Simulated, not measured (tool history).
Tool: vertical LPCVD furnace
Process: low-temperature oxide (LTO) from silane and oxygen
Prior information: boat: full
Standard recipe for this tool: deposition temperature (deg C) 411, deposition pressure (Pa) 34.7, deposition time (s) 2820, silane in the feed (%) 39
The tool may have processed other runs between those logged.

run	hour	deposition temperature (deg C)	deposition pressure (Pa)	deposition time (s)	silane in the feed (%)	read-back reference wafer on the same gauge, thickness	film thickness on the monitor wafer in the middle of the boat (angstrom)
1	0.0	417	34.7	2820	36	689.01	5849.3
2	24.8	411	34.7	2820	39	687.30	6122.5
3	46.0	411	34.7	2820	39	689.16	6044.9
4	75.0	411	34.7	2820	39	689.20	6093.0
5	91.8	411	34.7	2820	39	689.77	6088.8
6	126.9	411	34.7	2820	39	690.64	6059.8
# hour 239.1: silane flow controller replaced
7	239.6	411	34.7	2820	39	689.83	6090.0
8	260.7	411	34.7	2820	39	690.39	6112.5
# hour 262.7: gauge calibrated
9	293.2	411	34.7	2820	39	676.96	6008.7
# hour 323.9: pressure gauge zeroed
10	324.4	403	34.7	2820	39	679.25	5508.6
11	338.2	411	34.7	2820	39	678.90	6000.4
12	359.6	406	32.0	3210	35	679.14	5239.3
13	387.6	411	34.7	2820	39	680.93	5997.2
14	419.8	421	42.7	2460	39	681.89	7151.0
# hour 443.9: thermocouples replaced and temperature profile calibrated
15	444.4	411	27.3	2370	39	683.47	3970.3
16	455.1	411	34.7	2820	36	681.80	5468.3
17	471.3	411	42.7	2820	39	683.10	7441.6
18	488.9	417	29.3	3150	39	683.14	6076.4
19	511.2	418	26.7	3210	43	683.89	6312.0
20	528.2	411	28.7	2490	39	683.19	4432.7
21	546.6	411	34.7	2820	47	683.84	7317.4
22	566.0	408	26.7	2460	32	684.18	3026.4
23	595.0	411	34.7	2820	33	684.63	4883.2
24	611.0	416	32.7	1800	35	684.53	3361.3
25	637.9	411	42.7	3330	39	686.15	8801.2
26	665.2	411	34.7	2820	39	685.81	6011.1
27	684.7	411	34.7	2820	39	686.07	6070.2
28	711.3	402	30.0	2820	39	687.31	4746.1
29	728.7	408	40.0	3540	39	686.47	8514.4
30	748.7	402	34.7	3360	45	686.69	7764.1
31	784.3	411	34.7	2820	39	687.40	6108.3

Alternative continuations, all from the tool just after run 31; predict every row:
A	788.7	411	34.7	2820	39	?	?
B	788.7	421	34.7	2280	33	?	?
C	788.7	422	34.7	3210	34	?	?
D	788.7	411	39.3	2820	41	?	?

run	read-back reference wafer on the same gauge, thickness	film thickness on the monitor wafer in the middle of the boat (angstrom)
A	686.99	6028.0
B	686.99	4394.2
C	686.99	6503.1
D	686.99	7245.6
The same runs, with their run-to-run variation unchanged, on a tool lacking any hidden condition would have given:
run	film thickness on the monitor wafer in the middle of the boat (angstrom)
A	5937.0
B	4327.9
C	6404.9
D	7136.2
